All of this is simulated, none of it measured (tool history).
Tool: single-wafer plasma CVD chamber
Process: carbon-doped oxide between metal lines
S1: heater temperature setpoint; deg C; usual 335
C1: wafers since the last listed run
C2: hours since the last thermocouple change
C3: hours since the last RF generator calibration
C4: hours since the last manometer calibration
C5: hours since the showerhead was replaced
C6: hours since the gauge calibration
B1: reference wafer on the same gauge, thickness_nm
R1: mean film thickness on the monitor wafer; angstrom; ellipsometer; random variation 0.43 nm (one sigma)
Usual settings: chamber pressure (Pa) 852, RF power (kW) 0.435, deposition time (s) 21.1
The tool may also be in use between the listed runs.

Run 1, hour 0.0: usual settings but chamber pressure (Pa) 697; C1 0; C2 2128.0; C3 1213.0; C4 1938.5; C5 7955.8; C6 1.2; B1 95.019. Result: R1 936.70 angstrom.
Run 2, hour 15.4: usual settings; C1 394; C2 2143.4; C3 1228.4; C4 1953.9; C5 7971.2; C6 16.6; B1 94.948. Result: R1 954.23 angstrom.
Run 3, hour 31.9: usual settings but RF power (kW) 0.385; C1 423; C2 2159.9; C3 1244.9; C4 1970.4; C5 7987.7; C6 33.1; B1 95.018. Result: R1 863.21 angstrom.
Run 4, hour 42.9: usual settings but RF power (kW) 0.385; C1 282; C2 2170.9; C3 1255.9; C4 1981.4; C5 7998.7; C6 44.1; B1 94.977. Result: R1 858.92 angstrom.
Run 5, hour 53.3: usual settings; C1 266; C2 2181.3; C3 1266.3; C4 1991.8; C5 8009.1; C6 54.5; B1 95.012. Result: R1 947.19 angstrom.
Run 6, hour 70.8: usual settings; C1 448; C2 2198.8; C3 1283.8; C4 2009.3; C5 8026.6; C6 72.0; B1 94.890. Result: R1 941.36 angstrom.
Run 7, hour 77.8: usual settings; C1 179; C2 2205.8; C3 1290.8; C4 2016.3; C5 8033.6; C6 79.0; B1 94.922. Result: R1 943.03 angstrom.
Run 8, hour 86.5: usual settings but RF power (kW) 0.485, deposition time (s) 17.8; C1 223; C2 2214.5; C3 1299.5; C4 2025.0; C5 8042.3; C6 87.7; B1 95.070. Result: R1 865.67 angstrom.
Run 9, hour 101.8: usual settings but RF power (kW) 0.485, deposition time (s) 17.8; C1 392; C2 2229.8; C3 1314.8; C4 2040.3; C5 8057.6; C6 103.0; B1 95.064. Result: R1 863.42 angstrom.
At hour 122.3: showerhead replaced, of another model than before.
Run 10, hour 122.8: usual settings but RF power (kW) 0.485, deposition time (s) 17.8; C1 333; C2 2250.8; C3 1335.8; C4 2061.3; C5 0.5; C6 124.0; B1 95.025. Result: R1 866.08 angstrom.
At hour 133.4: capacitance manometer re-zeroed and calibrated.
Run 11, hour 133.9: usual settings; C1 79; C2 2261.9; C3 1346.9; C4 0.5; C5 11.6; C6 135.1; B1 94.954. Result: R1 956.10 angstrom.
Run 12, hour 143.1: usual settings; C1 235; C2 2271.1; C3 1356.1; C4 9.7; C5 20.8; C6 144.3; B1 94.972. Result: R1 959.61 angstrom.
Run 13, hour 174.6: usual settings; C1 807; C2 2302.6; C3 1387.6; C4 41.2; C5 52.3; C6 175.8; B1 94.958. Result: R1 959.63 angstrom.
Run 14, hour 182.0: usual settings but S1 326 deg C, chamber pressure (Pa) 907, RF power (kW) 0.500; C1 189; C2 2310.0; C3 1395.0; C4 48.6; C5 59.7; C6 183.2; B1 94.967. Result: R1 1074.35 angstrom.
At hour 205.7: RF generator calibrated.
Run 15, hour 206.2: usual settings but RF power (kW) 0.350, deposition time (s) 22.3; C1 415; C2 2334.2; C3 0.5; C4 72.8; C5 83.9; C6 207.4; B1 94.978. Result: R1 943.96 angstrom.
Run 16, hour 209.4: usual settings; C1 82; C2 2337.4; C3 3.7; C4 76.0; C5 87.1; C6 210.6; B1 95.020. Result: R1 1004.87 angstrom.
Run 17, hour 220.8: usual settings but S1 348 deg C, deposition time (s) 24.8; C1 292; C2 2348.8; C3 15.1; C4 87.4; C5 98.5; C6 222.0; B1 94.975. Result: R1 1132.69 angstrom.
Run 18, hour 231.5: usual settings but S1 339 deg C, chamber pressure (Pa) 644, deposition time (s) 25.0; C1 274; C2 2359.5; C3 25.8; C4 98.1; C5 109.2; C6 232.7; B1 95.058. Result: R1 1152.35 angstrom.
Run 19, hour 238.7: usual settings but RF power (kW) 0.485, deposition time (s) 17.8; C1 184; C2 2366.7; C3 33.0; C4 105.3; C5 116.4; C6 239.9; B1 94.983. Result: R1 900.72 angstrom.
Run 20, hour 248.8: usual settings but S1 328 deg C, chamber pressure (Pa) 747, RF power (kW) 0.365, deposition time (s) 23.8; C1 258; C2 2376.8; C3 43.1; C4 115.4; C5 126.5; C6 250.0; B1 95.131. Result: R1 1037.31 angstrom.
Run 21, hour 261.6: usual settings; C1 328; C2 2389.6; C3 55.9; C4 128.2; C5 139.3; C6 262.8; B1 94.956. Result: R1 999.95 angstrom.
At hour 278.0: thermocouple changed; heater temperature recalibrated.
Run 22, hour 278.5: usual settings but chamber pressure (Pa) 1017, deposition time (s) 17.1; C1 228; C2 0.5; C3 72.8; C4 145.1; C5 156.2; C6 279.7; B1 94.907. Result: R1 821.86 angstrom.
At hour 278.9: gauge calibrated.
Run 23, hour 284.1: usual settings but S1 327 deg C, chamber pressure (Pa) 773, RF power (kW) 0.395; C1 143; C2 6.1; C3 78.4; C4 150.7; C5 161.8; C6 5.2; B1 94.941. Result: R1 968.40 angstrom.
Run 24, hour 323.2: usual settings but S1 327 deg C, deposition time (s) 24.5; C1 1002; C2 45.2; C3 117.5; C4 189.8; C5 200.9; C6 44.3; B1 94.983. Result: R1 1182.60 angstrom.
Run 25, hour 340.2: usual settings but S1 321 deg C, deposition time (s) 19.5; C1 435; C2 62.2; C3 134.5; C4 206.8; C5 217.9; C6 61.3; B1 95.018. Result: R1 973.75 angstrom.
Run 26, hour 351.2: usual settings but S1 328 deg C, deposition time (s) 24.2; C1 282; C2 73.2; C3 145.5; C4 217.8; C5 228.9; C6 72.3; B1 94.994. Result: R1 1164.39 angstrom.
Run 27, hour 360.5: usual settings but chamber pressure (Pa) 920, RF power (kW) 0.395, deposition time (s) 22.5; C1 238; C2 82.5; C3 154.8; C4 227.1; C5 238.2; C6 81.6; B1 95.059. Result: R1 1014.76 angstrom.
Run 28, hour 375.6: usual settings but RF power (kW) 0.490; C1 387; C2 97.6; C3 169.9; C4 242.2; C5 253.3; C6 96.7; B1 94.993. Result: R1 1065.41 angstrom.

Forecast each of these 4 alternatives for the next run:
Run A, hour 376.0: usual settings but chamber pressure (Pa) 913; C1 10; C2 98.0; C3 170.3; C4 242.6; C5 253.7; C6 97.1; B1 ?. Result: R1 ?.
Run B, hour 376.0: usual settings but RF power (kW) 0.455; C1 10; C2 98.0; C3 170.3; C4 242.6; C5 253.7; C6 97.1; B1 ?. Result: R1 ?.
Run C, hour 376.0: usual settings but S1 348 deg C, chamber pressure (Pa) 720, RF power (kW) 0.460, deposition time (s) 19.2; C1 10; C2 98.0; C3 170.3; C4 242.6; C5 253.7; C6 97.1; B1 ?. Result: R1 ?.
Run D, hour 376.0: usual settings but RF power (kW) 0.365, deposition time (s) 22.6; C1 10; C2 98.0; C3 170.3; C4 242.6; C5 253.7; C6 97.1; B1 ?. Result: R1 ?.

run      B1       R1
  A  95.096  1001.53
  B  95.096  1023.82
  C  95.096   892.15
  D  95.096   969.95
Without the tool's hidden state the same runs would have given:
run       R1
  A  1009.81
  B  1032.28
  C   899.52
  D   978.28
